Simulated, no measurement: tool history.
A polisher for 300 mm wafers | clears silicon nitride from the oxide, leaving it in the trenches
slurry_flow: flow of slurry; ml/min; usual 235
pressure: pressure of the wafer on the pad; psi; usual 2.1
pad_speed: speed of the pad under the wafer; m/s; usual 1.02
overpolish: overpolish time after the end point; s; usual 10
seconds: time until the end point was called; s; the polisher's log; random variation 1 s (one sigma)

run,hour,slurry_flow,pressure,pad_speed,overpolish,"incoming thickness of the incoming film, nm",seconds
1,0,235,2.1,0.9,7,55.6,78.8
2,84.5,235,2.1,0.9,7,56,79.7
# hour 88.8: worn pad replaced by a new one
3,156,235,2.1,1.02,10,54.8,71
4,235.1,235,2.1,1.02,10,54.8,73.4
5,329.2,235,2.1,1.02,10,54.5,68.9
# hour 346.9: slurry nozzle cleaned
6,374.4,235,2.1,1.02,10,55.6,73.1
# hour 390.6: worn pad replaced by a new one
7,443.8,235,2.1,1.02,10,54.7,70.5
8,535.5,235,2.1,1.02,10,54.9,72.9
9,638.9,235,2.1,1.02,10,55.7,72
10,693.3,235,2.1,1.02,10,54.5,72.5
# hour 740.1: worn pad replaced by a new one
11,771.1,235,2.1,1.02,10,55.4,73.1
# hour 781.6: slurry nozzle cleaned
12,878,235,2.1,1.02,15,55.3,73.5
13,915.1,235,1.7,1.02,13,53.9,88.2
14,968.7,300,1.7,1.02,10,55.5,86.7
15,1025.4,235,2.1,1.02,15,54.6,71
16,1062.2,300,1.7,1.02,10,54.8,87.7
# hour 1089.1: head pressure recalibrated
# hour 1103.7: worn pad replaced by a new one
17,1115.2,235,1.7,1.02,10,55.4,92.2
18,1152.5,235,2.1,1.02,10,55,73.1
# hour 1155.5: slurry nozzle cleaned
19,1230.6,235,2.1,1.02,10,55.3,72.6
# hour 1459.7: worn pad replaced by a new one
20,1499.8,235,1.7,0.88,15,55.8,98.4
21,1540.9,165,2.1,1.02,14,54.8,73.5
# hour 1567.2: slurry nozzle cleaned
22,1631.3,185,2.6,1.02,10,55.4,60.3

The tool's hidden state at each run:
removal rate lost through wear of the pad, %: 0 in every run
slurry flow missing at the pad, %: 0 in every run
deviation of the head's pressure from its setpoint, %: 0 in every run
